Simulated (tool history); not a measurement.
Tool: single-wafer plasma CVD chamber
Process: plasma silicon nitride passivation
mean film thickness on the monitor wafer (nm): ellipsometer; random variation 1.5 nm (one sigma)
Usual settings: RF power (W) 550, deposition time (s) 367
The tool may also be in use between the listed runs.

run	hour	RF power (W)	deposition time (s)	read-back reference wafer on the same gauge, thickness_nm	mean film thickness on the monitor wafer (nm)
1	0.0	550	367	418.194	503.704
2	17.9	550	367	418.255	503.688
3	24.3	550	367	418.191	505.391
4	40.4	470	367	417.990	484.680
5	57.9	470	367	417.876	481.906
6	69.4	470	367	417.986	480.473
7	75.7	550	367	417.734	502.302
8	82.4	550	367	418.291	502.179
9	98.5	550	367	418.054	502.043
10	112.3	550	367	417.679	502.785
11	122.0	550	367	418.177	502.408
12	136.2	550	367	418.038	502.892
# hour 182.2: gauge calibrated
13	185.6	550	367	417.958	501.158
14	201.1	550	367	417.611	502.881
15	210.9	550	367	418.125	501.625
16	221.2	550	421	418.049	574.100
17	232.3	530	367	418.062	497.297
18	241.1	530	367	417.774	496.362
19	250.5	600	367	418.173	514.215
20	265.0	475	393	417.864	516.003
21	279.8	550	394	418.208	537.728
22	295.4	650	423	418.298	603.903
23	308.7	550	406	417.924	554.220
24	320.1	605	413	418.020	575.976
25	333.8	445	406	418.309	524.553
26	340.6	635	435	418.023	616.748
27	347.6	550	345	417.893	469.873
28	356.5	550	367	418.005	500.534
29	373.4	550	367	417.770	500.990
30	382.3	595	315	417.615	440.041
31	397.1	550	367	417.868	499.910
32	403.5	470	310	417.906	406.935
# hour 441.5: RF generator calibrated
33	452.9	465	411	417.808	546.847
# hour 470.8: showerhead replaced
34	471.3	550	367	417.985	508.196
35	474.8	550	421	418.009	582.505
36	487.9	505	394	417.922	532.469
37	500.8	500	330	417.946	444.760
38	509.0	550	367	417.595	504.954
39	526.4	610	394	418.345	558.854
40	539.7	475	386	418.038	514.035
41	552.0	510	312	417.934	424.686
42	595.5	445	416	418.103	542.626
43	605.1	480	344	417.707	456.534
44	619.0	550	367	418.213	505.224

Some steps in mean film thickness on the monitor wafer (nm) between neighbouring runs. How much of each would the tool show without its hidden state too (settings, what came in, random variation), and how much is left for the hidden state, with any gauge scatter that isn't in both results?
The hidden state here: delivered RF power above the setpoint (%); gauge reads high (%).
Run 26 -> 27: RF power (W) 635 -> 550, deposition time (s) 435 -> 345. mean film thickness on the monitor wafer (nm) -146.875: hidden state +3.287, all else -150.162.
Run 32 -> 33: RF power (W) 470 -> 465, deposition time (s) 310 -> 411, RF generator calibrated. mean film thickness on the monitor wafer (nm) +139.912: hidden state +6.181, all else +133.731.
Run 41 -> 42: RF power (W) 510 -> 445, deposition time (s) 312 -> 416. mean film thickness on the monitor wafer (nm) +117.940: hidden state -2.440, all else +120.380.
